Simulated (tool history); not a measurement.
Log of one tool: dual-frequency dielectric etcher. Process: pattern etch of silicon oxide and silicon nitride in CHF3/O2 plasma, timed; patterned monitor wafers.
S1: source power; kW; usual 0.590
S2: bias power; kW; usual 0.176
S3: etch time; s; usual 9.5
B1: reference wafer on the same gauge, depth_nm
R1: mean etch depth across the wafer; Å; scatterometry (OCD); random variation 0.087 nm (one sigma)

run   hour     S1     S2    S3     B1     R1
  1    0.0  0.590  0.176   9.5  15.27  154.1
  2   13.2  0.590  0.191   9.5  15.31  156.7
  3   29.0  0.590  0.191   9.5  15.29  155.8
  4   37.6  0.590  0.152  10.0  15.29  155.8
  5   53.8  0.590  0.152  10.0  15.29  156.5
  6   71.0  0.590  0.176   9.5  15.31  153.3
  7   79.7  0.590  0.176   9.5  15.34  154.6
  8   88.3  0.590  0.176   9.5  15.30  154.8
  9  104.3  0.590  0.176   9.5  15.34  155.4
     108.4  -- bias power generator calibrated
 10  118.3  0.660  0.176   9.5  15.29  161.2
 11  134.6  0.660  0.176   9.5  15.29  160.6
     159.2  -- wet clean of the chamber
 12  159.7  0.660  0.176   9.5  15.31  153.4
 13  160.0  0.640  0.176   9.5  15.28  151.4
     188.5  -- gauge calibrated
     192.3  -- upper electrode replaced, of another model than before
 14  192.8  0.640  0.176   9.5  15.31  152.1
 15  193.1  0.590  0.176   9.5  15.33  150.6
 16  193.4  0.650  0.176   9.5  15.30  153.2
 17  194.5  0.630  0.160   6.5  15.25  100.2
     205.0  -- source power generator calibrated
 18  205.5  0.590  0.193  10.5  15.31  170.9
 19  219.9  0.590  0.176   9.5  15.27  150.9
 20  230.5  0.690  0.176   9.5  15.33  155.4
 21  247.1  0.510  0.176   9.5  15.29  148.1
 22  260.2  0.590  0.176   8.0  15.28  127.1
 23  277.4  0.540  0.156   9.5  15.28  144.4
 24  292.9  0.590  0.200  12.0  15.25  198.0
 25  302.4  0.520  0.176   9.5  15.31  149.2
 26  312.4  0.590  0.204  12.0  15.30  201.9
 27  322.3  0.590  0.176   9.5  15.26  153.2
 28  328.6  0.590  0.176   9.5  15.30  151.8
 29  338.1  0.650  0.176  11.0  15.32  178.5
 30  346.4  0.510  0.212   7.5  15.29  124.9

3 ways to go on from here, each from the tool as it stands after run 30. What would each give?
  A  346.8  0.590  0.176  6.5   ?   ?
  B  346.8  0.590  0.176  8.5   ?   ?
  C  346.8  0.590  0.150  6.5   ?   ?

run     B1     R1
  A  15.30  106.0
  B  15.30  138.7
  C  15.30  100.9
Without the tool's hidden state the same runs would have given:
run     R1
  A  103.2
  B  134.9
  C   98.2
